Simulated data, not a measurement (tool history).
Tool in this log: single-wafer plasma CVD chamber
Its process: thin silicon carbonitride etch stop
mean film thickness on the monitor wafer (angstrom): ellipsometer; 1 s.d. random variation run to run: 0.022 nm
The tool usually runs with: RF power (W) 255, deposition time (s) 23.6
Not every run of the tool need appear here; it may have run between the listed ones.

| run | hour | RF power (W) | deposition time (s) | wafers since the last listed run | hours since the last thermocouple change | hours since the last RF generator calibration | hours since the showerhead was replaced | hours since the gauge calibration | read-back reference wafer on the same gauge, thickness_nm | mean film thickness on the monitor wafer (angstrom) |
|---|---|---|---|---|---|---|---|---|---|---|
| 1 | 0 | 255 | 23.6 | 0 | 1932 | 633.5 | 5145.3 | 404.3 | 12.591 | 142.73 |
| 2 | 84.4 | 255 | 23.6 | 2300 | 2016.4 | 717.9 | 5229.7 | 488.7 | 12.603 | 142.61 |
| 3 | 358 | 255 | 23.6 | 7456 | 2290 | 991.5 | 5503.3 | 762.3 | 12.6 | 142.2 |
|  | 382.4 | showerhead replaced |
| 4 | 453.7 | 255 | 23.6 | 2390 | 2385.7 | 1087.2 | 71.3 | 858 | 12.597 | 142.35 |
| 5 | 548.5 | 255 | 25.8 | 2583 | 2480.5 | 1182 | 166.1 | 952.8 | 12.602 | 155.36 |
| 6 | 621.8 | 255 | 25.8 | 1997 | 2553.8 | 1255.3 | 239.4 | 1026.1 | 12.604 | 155.42 |
| 7 | 674.5 | 255 | 25.8 | 1436 | 2606.5 | 1308 | 292.1 | 1078.8 | 12.609 | 155.17 |
|  | 725.4 | RF generator calibrated |
| 8 | 740.7 | 300 | 19.5 | 1586 | 2672.7 | 15.3 | 358.3 | 1145 | 12.593 | 121.83 |
|  | 756.7 | gauge calibrated |
| 9 | 794.4 | 255 | 23.6 | 1463 | 2726.4 | 69 | 412 | 37.7 | 12.6 | 143.76 |
| 10 | 854.1 | 215 | 20.1 | 1626 | 2786.1 | 128.7 | 471.7 | 97.4 | 12.597 | 119.26 |
| 11 | 894.6 | 295 | 21.8 | 1103 | 2826.6 | 169.2 | 512.2 | 137.9 | 12.603 | 135.54 |
|  | 915.3 | thermocouple changed; heater temperature recalibrated |
| 12 | 963.4 | 295 | 21.7 | 1656 | 48.1 | 238 | 581 | 206.7 | 12.599 | 134.86 |
| 13 | 1070.3 | 255 | 23.6 | 2913 | 155 | 344.9 | 687.9 | 313.6 | 12.601 | 143.15 |
| 14 | 1150.4 | 220 | 20.8 | 2182 | 235.1 | 425 | 768 | 393.7 | 12.601 | 123.18 |

Predict each of these 3 candidate next runs independently; none follows another, all start after run 14:
| A | 1150.8 | 255 | 22 | 10 | 235.5 | 425.4 | 768.4 | 394.1 | ? | ? |
| B | 1150.8 | 240 | 27.4 | 10 | 235.5 | 425.4 | 768.4 | 394.1 | ? | ? |
| C | 1150.8 | 285 | 19.9 | 10 | 235.5 | 425.4 | 768.4 | 394.1 | ? | ? |

| run | read-back reference wafer on the same gauge, thickness_nm | mean film thickness on the monitor wafer (angstrom) |
|---|---|---|
| A | 12.599 | 132.91 |
| B | 12.599 | 164.06 |
| C | 12.599 | 122.3 |
With the hidden condition removed and each run's random variation left untouched, the same runs would have given:
| run | mean film thickness on the monitor wafer (angstrom) |
|---|---|
| A | 134.03 |
| B | 165.43 |
| C | 123.33 |
